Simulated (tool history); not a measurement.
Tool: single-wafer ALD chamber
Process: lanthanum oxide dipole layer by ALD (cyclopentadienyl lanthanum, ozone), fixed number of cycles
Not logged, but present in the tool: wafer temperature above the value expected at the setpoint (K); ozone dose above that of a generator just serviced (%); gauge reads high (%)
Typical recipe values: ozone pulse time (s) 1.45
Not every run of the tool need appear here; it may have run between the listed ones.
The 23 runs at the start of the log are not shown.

run	hour	ozone pulse time (s)	wafers since the last listed run	hours since the last thermocouple change	hours since the last ozone generator service	hours since the showerhead was replaced	hours since the gauge calibration	read-back reference wafer on the same gauge, thickness_nm	mean film thickness on the monitor wafer (angstrom)
24	695	1.03	297	22.1	142.1	96.5	416.5	0.541	4.54
25	754.2	1.45	972	81.3	201.3	155.7	475.7	0.541	5
26	784.6	0.92	499	111.7	231.7	186.1	506.1	0.541	4.34
27	817.3	1.98	537	144.4	264.4	218.8	538.8	0.541	5.26
28	851.7	0.93	565	178.8	298.8	253.2	573.2	0.541	4.33
29	874.6	1.96	376	201.7	321.7	276.1	596.1	0.541	5.22
30	902.8	1.15	463	229.9	349.9	304.3	624.3	0.541	4.71
31	929.4	1.45	437	256.5	376.5	330.9	650.9	0.541	5.02
32	956.3	1.23	442	283.4	403.4	357.8	677.8	0.541	4.8
33	980.7	2.02	401	307.8	427.8	382.2	702.2	0.541	5.25
34	1002.7	1.45	361	329.8	449.8	404.2	724.2	0.541	5.02

Below are 4 alternative next runs, each starting from the tool's condition after run 34. Predict each:
A	1003.1	1.91	6	330.2	450.2	404.6	724.6	?	?
B	1003.1	1.19	6	330.2	450.2	404.6	724.6	?	?
C	1003.1	1.16	6	330.2	450.2	404.6	724.6	?	?
D	1003.1	0.98	6	330.2	450.2	404.6	724.6	?	?

run	read-back reference wafer on the same gauge, thickness_nm	mean film thickness on the monitor wafer (angstrom)
A	0.541	5.21
B	0.541	4.74
C	0.541	4.7
D	0.541	4.42
Stripped of hidden state, with their random variation kept, the same runs would have yielded:
run	mean film thickness on the monitor wafer (angstrom)
A	5.25
B	4.84
C	4.8
D	4.53

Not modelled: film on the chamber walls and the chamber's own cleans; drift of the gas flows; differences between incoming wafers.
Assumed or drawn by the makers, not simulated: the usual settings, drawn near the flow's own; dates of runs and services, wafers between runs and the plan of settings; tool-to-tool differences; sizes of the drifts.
